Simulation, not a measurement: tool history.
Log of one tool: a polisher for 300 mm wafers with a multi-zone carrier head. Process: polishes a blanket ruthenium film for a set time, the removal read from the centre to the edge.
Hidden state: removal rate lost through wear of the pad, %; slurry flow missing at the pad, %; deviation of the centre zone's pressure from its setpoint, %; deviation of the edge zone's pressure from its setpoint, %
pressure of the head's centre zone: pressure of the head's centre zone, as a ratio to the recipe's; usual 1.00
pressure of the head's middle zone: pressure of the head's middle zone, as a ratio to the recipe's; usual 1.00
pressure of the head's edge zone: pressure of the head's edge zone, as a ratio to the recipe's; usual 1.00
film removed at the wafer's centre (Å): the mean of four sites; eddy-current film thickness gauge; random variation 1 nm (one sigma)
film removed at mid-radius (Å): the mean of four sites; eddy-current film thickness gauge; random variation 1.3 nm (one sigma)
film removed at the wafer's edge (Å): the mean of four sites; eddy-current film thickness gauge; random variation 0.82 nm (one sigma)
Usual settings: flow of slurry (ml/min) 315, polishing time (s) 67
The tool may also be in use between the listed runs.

run    hour  flow of slurry (ml/min)  pressure of the head's centre zone  pressure of the head's middle zone  pressure of the head's edge zone  polishing time (s)  wafers since the last listed run  wafers polished on this pad  hours since the slurry nozzle was cleaned  hours since the centre zone pressure was calibrated  hours since the edge zone pressure was calibrated  hours since the carrier head's membrane was replaced  incoming thickness of the incoming film, nm  film removed at the wafer's centre (Å)  film removed at mid-radius (Å)  film removed at the wafer's edge (Å)
  1     0.0                      315                                1.00                                1.00                              1.00                  67                                 0                         1447                                      165.1                                               1011.3                                              390.5                                                 223.2                                        431.9                                     984                             973                                  1011
  2    32.3                      315                                1.00                                1.00                              1.00                  67                               208                         1655                                      197.4                                               1043.6                                              422.8                                                 255.5                                        420.6                                     978                             980                                  1022
  3    71.9                      315                                0.95                                1.00                              1.00                  67                               255                         1911                                      237.0                                               1083.2                                              462.4                                                 295.1                                        426.2                                     946                             966                                  1004
       83.6  -- edge zone pressure recalibrated
  4   141.0                      240                                0.94                                1.00                              1.00                  67                               433                         2344                                      306.1                                               1152.3                                               57.4                                                 364.2                                        430.9                                     894                             917                                   984
      191.9  -- slurry nozzle cleaned
  5   198.3                      315                                1.00                                1.04                              1.00                  67                               363                         2708                                        6.4                                               1209.6                                              114.7                                                 421.5                                        431.0                                     972                             990                                  1023
      237.9  -- worn pad replaced by a new one
  6   262.3                      350                                1.00                                0.93                              0.97                  85                               387                          157                                       70.4                                               1273.6                                              178.7                                                 485.5                                        434.5                                    1242                            1161                                  1263
  7   319.6                      370                                1.05                                0.93                              1.00                  84                               369                          527                                      127.7                                               1330.9                                              236.0                                                 542.8                                        435.9                                    1332                            1179                                  1280
      329.6  -- centre zone pressure recalibrated
  8   372.9                      255                                1.07                                1.00                              0.91                  50                               331                          858                                      181.0                                                 43.3                                              289.3                                                 596.1                                        428.4                                     759                             698                                   707
  9   443.6                      380                                0.96                                1.00                              1.00                  45                               456                         1315                                      251.7                                                114.0                                              360.0                                                 666.8                                        433.4                                     654                             648                                   685
 10   482.3                      315                                1.00                                1.00                              1.00                  67                               249                         1564                                      290.4                                                152.7                                              398.7                                                 705.5                                        428.4                                     988                             970                                  1005
 11   512.6                      315                                1.00                                1.00                              1.00                  67                               195                         1760                                      320.7                                                183.0                                              429.0                                                 735.8                                        432.6                                     980                             958                                  1018
 12   572.9                      315                                1.08                                1.00                              0.95                  60                               389                         2149                                      381.0                                                243.3                                              489.3                                                 796.1                                        431.8                                     954                             864                                   876
      582.4  -- carrier head's membrane replaced by a new one
      592.1  -- slurry nozzle cleaned
      623.9  -- worn pad replaced by a new one
      644.4  -- edge zone pressure recalibrated
 13   644.9                      315                                1.00                                1.04                              1.00                  67                               387                          122                                       52.8                                                315.3                                                0.5                                                  62.5                                        424.8                                     989                             984                                   993
 14   668.3                      315                                1.00                                1.11                              1.04                  67                               151                          273                                       76.2                                                338.7                                               23.9                                                  85.9                                        421.7                                     957                            1051                                  1028
 15   712.5                      315                                1.00                                1.11                              1.04                  67                               285                          559                                      120.4                                                382.9                                               68.1                                                 130.1                                        430.1                                     983                            1065                                  1034
 16   756.7                      400                                1.05                                1.00                              1.00                  67                               285                          844                                      164.6                                                427.1                                              112.3                                                 174.3                                        426.9                                    1045                             996                                  1012
 17   815.5                      315                                1.00                                1.00                              1.00                  89                               379                         1223                                      223.4                                                485.9                                              171.1                                                 233.1                                        433.9                                    1311                            1298                                  1346
 18   861.0                      315                                0.97                                1.00                              1.11                  67                               293                         1517                                      268.9                                                531.4                                              216.6                                                 278.6                                        421.7                                     971                             955                                  1058
 19   928.1                      315                                1.00                                1.00                              1.09                  67                               433                         1950                                      336.0                                                598.5                                              283.7                                                 345.7                                        430.1                                     987                             939                                  1057
      957.9  -- slurry nozzle cleaned
 20   968.3                      420                                1.00                                1.00                              1.00                  55                               253                         2203                                       10.4                                                638.7                                              323.9                                                 385.9                                        430.9                                     827                             810                                   861
 21  1011.6                      315                                1.00                                1.00                              1.00                  67                               279                         2483                                       53.7                                                682.0                                              367.2                                                 429.2                                        434.6                                     981                             966                                  1008
     1040.4  -- worn pad replaced by a new one
 22  1055.9                      315                                1.00                                1.00                              1.00                  46                               260                           99                                       98.0                                                726.3                                              411.5                                                 473.5                                        428.1                                     673                             665                                   689
 23  1117.3                      315                                1.00                                1.00                              1.00                  67                               396                          496                                      159.4                                                787.7                                              472.9                                                 534.9                                        435.0                                     979                             965                                  1008

Hidden state at the last listed run before each entry between runs and at the first one after, where it differs:
Between runs 3 and 4: edge zone pressure recalibrated (hour 83.6)
  no hidden state differs between the two runs
Between runs 4 and 5: slurry nozzle cleaned (hour 191.9)
  no hidden state differs between the two runs
Between runs 5 and 6: worn pad replaced by a new one (hour 237.9)
  no hidden state differs between the two runs
Between runs 7 and 8: centre zone pressure recalibrated (hour 329.6)
  no hidden state differs between the two runs
Between runs 12 and 13: carrier head's membrane replaced by a new one (hour 582.4); slurry nozzle cleaned (hour 592.1); worn pad replaced by a new one (hour 623.9); edge zone pressure recalibrated (hour 644.4)
  no hidden state differs between the two runs
Between runs 19 and 20: slurry nozzle cleaned (hour 957.9)
  no hidden state differs between the two runs
Between runs 21 and 22: worn pad replaced by a new one (hour 1040.4)
  no hidden state differs between the two runs

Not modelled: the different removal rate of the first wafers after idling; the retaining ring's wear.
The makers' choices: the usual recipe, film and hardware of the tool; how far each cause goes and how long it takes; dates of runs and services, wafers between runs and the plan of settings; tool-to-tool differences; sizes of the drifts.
